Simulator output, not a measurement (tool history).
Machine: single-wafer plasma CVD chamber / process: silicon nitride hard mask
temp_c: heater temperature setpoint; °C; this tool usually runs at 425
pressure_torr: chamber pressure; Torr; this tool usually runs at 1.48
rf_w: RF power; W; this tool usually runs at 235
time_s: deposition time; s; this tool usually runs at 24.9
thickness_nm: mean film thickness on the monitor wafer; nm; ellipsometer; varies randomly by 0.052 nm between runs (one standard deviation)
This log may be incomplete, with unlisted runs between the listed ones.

run,hour,temp_c,pressure_torr,rf_w,time_s,wafers since the last listed run,hours since the last thermocouple change,hours since the last RF generator calibration,hours since the last manometer calibration,hours since the showerhead was replaced,hours since the gauge calibration,"read-back reference wafer on the same gauge, thickness_nm",thickness_nm
1,0.0,425,1.48,235,24.9,0,1881.8,1180.9,971.0,4326.4,744.1,27.000,24.226
2,24.8,425,1.48,235,24.9,407,1906.6,1205.7,995.8,4351.2,768.9,26.980,24.350
3,95.4,425,1.48,235,24.9,1159,1977.2,1276.3,1066.4,4421.8,839.5,26.998,24.344
4,150.9,425,1.48,235,24.9,911,2032.7,1331.8,1121.9,4477.3,895.0,26.996,24.301
5,220.1,425,1.48,235,24.9,1136,2101.9,1401.0,1191.1,4546.5,964.2,27.003,24.384
6,275.4,425,1.48,235,24.9,907,2157.2,1456.3,1246.4,4601.8,1019.5,26.984,24.368
7,346.4,425,1.48,235,22.9,1165,2228.2,1527.3,1317.4,4672.8,1090.5,27.006,22.334
8,402.1,425,1.48,235,22.9,914,2283.9,1583.0,1373.1,4728.5,1146.2,26.993,22.465
9,465.4,425,1.48,215,24.9,1039,2347.2,1646.3,1436.4,4791.8,1209.5,26.999,22.312
# hour 559.9: capacitance manometer re-zeroed and calibrated
10,671.1,425,1.48,215,24.9,3245,2552.9,1852.0,111.2,4997.5,1415.2,26.998,21.982
# hour 698.3: showerhead replaced
11,730.9,425,1.48,215,24.9,850,2612.7,1911.8,171.0,32.6,1475.0,26.986,21.936
12,800.7,425,1.56,235,24.9,1145,2682.5,1981.6,240.8,102.4,1544.8,27.009,24.338
13,843.2,417,1.48,235,26.1,697,2725.0,2024.1,283.3,144.9,1587.3,26.985,25.299
# hour 869.2: gauge calibrated
14,884.5,425,1.48,235,26.8,678,2766.3,2065.4,324.6,186.2,15.3,26.991,26.029
15,911.1,425,1.59,280,27.7,436,2792.9,2092.0,351.2,212.8,41.9,26.983,31.878
16,967.3,425,1.84,235,24.9,922,2849.1,2148.2,407.4,269.0,98.1,27.002,25.279
17,1026.9,425,1.12,235,24.9,978,2908.7,2207.8,467.0,328.6,157.7,27.019,22.711
# hour 1038.6: RF generator calibrated
18,1084.9,432,1.71,275,20.7,820,2966.7,46.3,525.0,386.6,215.7,27.009,23.802
# hour 1099.5: thermocouple changed; heater temperature recalibrated
19,1110.9,425,1.48,235,24.9,295,11.4,72.3,551.0,412.6,241.7,27.018,24.132
20,1171.5,425,1.56,235,24.9,994,72.0,132.9,611.6,473.2,302.3,26.996,24.357
21,1237.5,425,1.48,190,24.9,1083,138.0,198.9,677.6,539.2,368.3,27.004,19.226
22,1379.1,440,1.48,205,24.9,2324,279.6,340.5,819.2,680.8,509.9,27.007,20.901
23,1404.4,411,1.48,195,27.9,415,304.9,365.8,844.5,706.1,535.2,27.002,22.413
24,1468.6,425,1.61,210,29.8,1053,369.1,430.0,908.7,770.3,599.4,26.985,26.147
25,1513.0,425,1.63,235,24.9,728,413.5,474.4,953.1,814.7,643.8,27.013,24.633
26,1613.4,425,1.48,235,24.9,1648,513.9,574.8,1053.5,915.1,744.2,26.996,24.214
27,1656.4,425,1.22,235,24.9,705,556.9,617.8,1096.5,958.1,787.2,27.000,23.312
28,1727.7,425,1.56,235,24.9,1170,628.2,689.1,1167.8,1029.4,858.5,27.000,24.568

What would each run have given without the hidden state, its run-to-run variation left as it was?
Unlogged tool condition in this case: wafer temperature above the value expected at the setpoint (K); delivered RF power above the setpoint (%); true pressure above the setpoint (%); gauge reads high (%).
run,thickness_nm
1,23.997
2,24.114
3,24.093
4,24.038
5,24.106
6,24.078
7,22.055
8,22.174
9,22.011
10,21.997
11,21.938
12,24.326
13,25.275
14,25.995
15,31.830
16,25.229
17,22.648
18,23.731
19,24.049
20,24.263
21,19.138
22,20.778
23,22.277
24,25.976
25,24.462
26,24.022
27,23.107
28,24.351
